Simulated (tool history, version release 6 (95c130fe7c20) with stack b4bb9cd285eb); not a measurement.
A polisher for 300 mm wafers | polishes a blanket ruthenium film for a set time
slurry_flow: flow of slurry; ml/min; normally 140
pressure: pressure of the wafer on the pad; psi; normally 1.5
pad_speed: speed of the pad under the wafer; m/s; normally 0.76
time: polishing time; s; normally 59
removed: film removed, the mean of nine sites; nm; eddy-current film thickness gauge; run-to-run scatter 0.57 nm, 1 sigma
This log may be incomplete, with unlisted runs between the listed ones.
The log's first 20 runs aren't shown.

run,hour,slurry_flow,pressure,pad_speed,time,wafers since the last listed run,wafers polished on this pad,hours since the slurry nozzle was cleaned,hours since the head pressure was calibrated,"incoming thickness of the incoming film, nm",removed
21,552.5,140,1.9,0.76,59,132,1443,483.6,1014.3,365.7,46.5
22,582.0,175,1.1,0.94,42,324,1767,513.1,1043.8,359.5,24.4
# hour 638.8: head pressure recalibrated
# hour 672.0: worn pad replaced by a new one
23,681.6,140,2.0,0.76,39,1028,105,612.7,42.8,360.2,34.0
24,714.4,95,1.9,0.76,59,360,465,645.5,75.6,364.3,43.7
25,734.8,190,1.2,0.62,49,224,690,665.9,96.0,363.4,22.2
26,761.1,140,1.5,0.76,59,289,979,692.2,122.3,357.2,37.5
# hour 765.3: slurry nozzle cleaned
27,774.1,140,1.5,0.58,49,131,1111,8.8,135.3,362.8,23.4
28,793.5,140,1.2,0.96,59,213,1324,28.2,154.7,361.8,36.8
29,823.4,140,1.5,0.76,59,328,1652,58.1,184.6,357.7,35.4
30,839.1,140,2.0,1.00,59,172,1825,73.8,200.3,359.1,60.7
31,863.9,140,1.5,0.76,59,272,2098,98.6,225.1,360.4,35.7
32,897.1,105,1.5,0.76,59,364,2462,131.8,258.3,358.5,32.6
# hour 901.7: worn pad replaced by a new one
33,924.6,140,1.5,0.76,59,258,251,159.3,285.8,363.8,37.9
34,956.5,140,1.5,0.76,46,350,602,191.2,317.7,351.6,29.6
35,987.2,140,1.5,0.76,59,337,939,221.9,348.4,361.5,37.7
36,1016.2,140,1.5,0.76,59,318,1258,250.9,377.4,363.2,36.7
37,1049.6,185,1.2,0.58,80,367,1625,284.3,410.8,356.6,31.5

Branching from run 37: 4 alternative next runs. What would each branch give?
A,1050.0,140,1.5,0.76,59,4,1629,284.7,411.2,361.4,?
B,1050.0,115,1.3,0.76,59,4,1629,284.7,411.2,361.4,?
C,1050.0,110,1.4,0.90,71,4,1629,284.7,411.2,361.4,?
D,1050.0,190,1.3,0.60,48,4,1629,284.7,411.2,361.4,?

run,removed
A,35.9
B,29.7
C,45.0
D,21.1
What these runs would have given with no unlogged condition in the tool:
run,removed
A,39.0
B,32.3
C,48.9
D,23.0

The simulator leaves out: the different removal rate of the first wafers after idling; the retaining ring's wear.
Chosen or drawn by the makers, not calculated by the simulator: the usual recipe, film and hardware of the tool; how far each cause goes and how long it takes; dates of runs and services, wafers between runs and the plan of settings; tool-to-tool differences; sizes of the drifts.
